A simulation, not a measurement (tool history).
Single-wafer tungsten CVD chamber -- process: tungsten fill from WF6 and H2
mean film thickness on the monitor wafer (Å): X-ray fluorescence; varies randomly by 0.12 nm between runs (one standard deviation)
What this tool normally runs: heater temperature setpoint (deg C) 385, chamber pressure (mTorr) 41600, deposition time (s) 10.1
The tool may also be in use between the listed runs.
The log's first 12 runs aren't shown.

run   hour  heater temperature setpoint (deg C)  chamber pressure (mTorr)  deposition time (s)  wafers since the last listed run  hours since the last thermocouple change  hours since the last manometer calibration  hours since the showerhead was replaced  hours since the gauge calibration  read-back reference wafer on the same gauge, thickness_nm  mean film thickness on the monitor wafer (Å)
     158.7  -- thermocouple changed; heater temperature recalibrated
     166.3  -- capacitance manometer re-zeroed and calibrated
 13  166.8                                  379                     41600                 10.1                                40                                       8.1                                         0.5                                   4669.6                              235.6                                                     26.659                                        214.96
 14  175.4                                  377                     41600                 10.1                               227                                      16.7                                         9.1                                   4678.2                              244.2                                                     26.695                                        204.96
 15  185.2                                  385                     41600                 10.1                               259                                      26.5                                        18.9                                     4688                                254                                                      26.68                                        234.43
 16  198.7                                  376                     35500                 11.1                               357                                        40                                        32.4                                   4701.5                              267.5                                                     26.707                                         211.2
 17  209.5                                  385                     38800                  8.7                               286                                      50.8                                        43.2                                   4712.3                              278.3                                                     26.714                                        200.02
 18  217.7                                  385                     38300                 10.1                               217                                        59                                        51.4                                   4720.5                              286.5                                                     26.691                                        230.76
 19  226.5                                  378                     45400                  9.4                               233                                      67.8                                        60.2                                   4729.3                              295.3                                                     26.674                                        199.57
 20  238.8                                  385                     41600                 10.1                               325                                      80.1                                        72.5                                   4741.6                              307.6                                                     26.768                                        237.47
 21  246.1                                  385                     38300                 10.1                               193                                      87.4                                        79.8                                   4748.9                              314.9                                                     26.704                                        228.46
 22  263.3                                  385                     38300                 10.1                               455                                     104.6                                          97                                   4766.1                              332.1                                                     26.632                                        229.25
 23  275.4                                  385                     47000                 11.1                               320                                     116.7                                       109.1                                   4778.2                              344.2                                                      26.73                                        269.34
 24  290.1                                  385                     49000                    9                               389                                     131.4                                       123.8                                   4792.9                              358.9                                                     26.712                                        220.87
     303.2  -- showerhead replaced
     317.5  -- gauge calibrated
 25  329.8                                  385                     48600                 10.1                               840                                     171.1                                       163.5                                     26.6                               12.3                                                     26.715                                        247.89
 26  344.9                                  381                     44600                  8.2                               400                                     186.2                                       178.6                                     41.7                               27.4                                                     26.665                                        179.75
 27  351.7                                  370                     51300                  8.7                               180                                       193                                       185.4                                     48.5                               34.2                                                     26.688                                        165.31
 28  362.8                                  385                     41600                 10.9                               294                                     204.1                                       196.5                                     59.6                               45.3                                                     26.678                                        253.74
 29  372.4                                  397                     45400                 11.9                               254                                     213.7                                       206.1                                     69.2                               54.9                                                     26.655                                        350.21
 30  400.2                                  385                     47700                 10.1                               736                                     241.5                                       233.9                                       97                               82.7                                                     26.747                                        241.75

Predict each of these 5 candidate next runs independently; none follows another, all start after run 30:
  A  400.6                                  385                     41600                  8.1                                10                                     241.9                                       234.3                                     97.4                               83.1                                                          ?                                             ?
  B  400.6                                  385                     31900                 11.4                                10                                     241.9                                       234.3                                     97.4                               83.1                                                          ?                                             ?
  C  400.6                                  385                     41600                    9                                10                                     241.9                                       234.3                                     97.4                               83.1                                                          ?                                             ?
  D  400.6                                  371                     32500                 10.1                                10                                     241.9                                       234.3                                     97.4                               83.1                                                          ?                                             ?
  E  400.6                                  374                     38100                  8.1                                10                                     241.9                                       234.3                                     97.4                               83.1                                                          ?                                             ?

run  read-back reference wafer on the same gauge, thickness_nm  mean film thickness on the monitor wafer (Å)
  A                                                     26.711                                        186.61
  B                                                     26.711                                         242.4
  C                                                     26.711                                        207.43
  D                                                     26.711                                        167.68
  E                                                     26.711                                        149.02
Take away the tool's hidden state, keep each run's random variation, and the runs would have read:
run  mean film thickness on the monitor wafer (Å)
  A                                        192.06
  B                                        249.47
  C                                        213.48
  D                                        172.83
  E                                        153.56
